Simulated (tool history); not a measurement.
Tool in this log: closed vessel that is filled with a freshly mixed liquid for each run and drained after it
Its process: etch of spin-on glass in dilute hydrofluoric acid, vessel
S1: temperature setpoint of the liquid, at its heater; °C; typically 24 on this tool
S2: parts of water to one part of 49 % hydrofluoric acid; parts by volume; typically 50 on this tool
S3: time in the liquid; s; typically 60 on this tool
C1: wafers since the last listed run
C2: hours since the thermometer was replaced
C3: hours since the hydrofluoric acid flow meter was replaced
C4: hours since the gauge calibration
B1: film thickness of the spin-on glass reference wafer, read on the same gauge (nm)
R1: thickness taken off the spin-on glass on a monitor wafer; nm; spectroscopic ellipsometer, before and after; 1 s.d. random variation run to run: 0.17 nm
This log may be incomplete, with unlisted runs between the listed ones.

run    hour    S1  S2  S3     C1      C2      C3      C4     B1     R1
  1       0    24  50  60      0  1656.7  1541.5   277.9     30  31.27
  2    86.8    24  50  60  12507  1743.5  1628.3   364.7     30  31.43
  3   126.7    24  50  60   5749  1783.4  1668.2   404.6  29.97  31.45
  4   206.7    24  40  60  11527  1863.4  1748.2   484.6     30  39.73
  5   249.4    24  40  60   6152  1906.1  1790.9   527.3  30.01  39.91
  6   290.9    24  50  60   5980  1947.6  1832.4   568.8  29.99  31.54
  7   378.9    24  50  60  12680  2035.6  1920.4   656.8  29.98  31.97
  8   459.4    24  50  80  11599  2116.1  2000.9   737.3  29.99  42.82
  9   514.7    24  50  80   7968  2171.4  2056.2   792.6  30.01  42.63
      540.8  -- hydrofluoric acid flow meter replaced
 10   561.4    24  50  80   6585  2218.1    20.6   839.3  29.99  45.49
 11     604  25.5  35  75   6138  2260.7    63.2   881.9  30.01   66.3
 12   652.8    20  50  60   7031  2309.5     112   930.7  30.02  28.74
      729.1  -- hydrofluoric acid flow meter replaced, repeated, since the last time left the tool worse
 13   754.2    22  60  95  14467  2410.9    25.1  1032.1  29.99  34.96
        774  -- gauge calibrated
 14   793.3    22  60  95   5634    2450    64.2    19.3  29.99  35.28
 15   844.8    27  30  40   7421  2501.5   115.7    70.8  30.01  38.05
 16   948.6  26.5  65  50  14957  2605.3   219.5   174.6  30.01  20.49
     1010.8  -- thermometer replaced
 17  1025.7  20.5  75  80  10965    14.9   296.6   251.7  30.02   22.1
 18  1086.6  21.5  70  70   8775    75.8   357.5   312.6  30.01  21.95
 19  1127.8    22  40  60   5936     117   398.7   353.8  29.98  34.57
 20  1185.3    24  50  60   8285   174.5   456.2   411.3  29.99  30.09
 21  1289.8    24  30  60  15058     279   560.7   515.8  30.01  51.89

Hidden state or all else? Some run-to-run changes of R1, split into what the settings, what came in and random variation would give without the hidden state, and what is left for the hidden state (with any gauge scatter that isn't in both results):
Hidden state present: liquid hotter than its thermometer reads (K); hydrofluoric acid flow above the setpoint (%); gauge reads high (%).
Run 11 -> 12: S1 25.5 -> 20, S2 35 -> 50, S3 75 -> 60. R1 -37.56 nm: hidden state -5.05, all else -32.51.
Run 12 -> 13: S1 20 -> 22, S2 50 -> 60, S3 60 -> 95, hydrofluoric acid flow meter replaced, repeated, since the last time left the tool worse. R1 +6.22 nm: hidden state -3.88, all else +10.1.
Run 20 -> 21: S2 50 -> 30. R1 +21.8 nm: hidden state +0.67, all else +21.13.
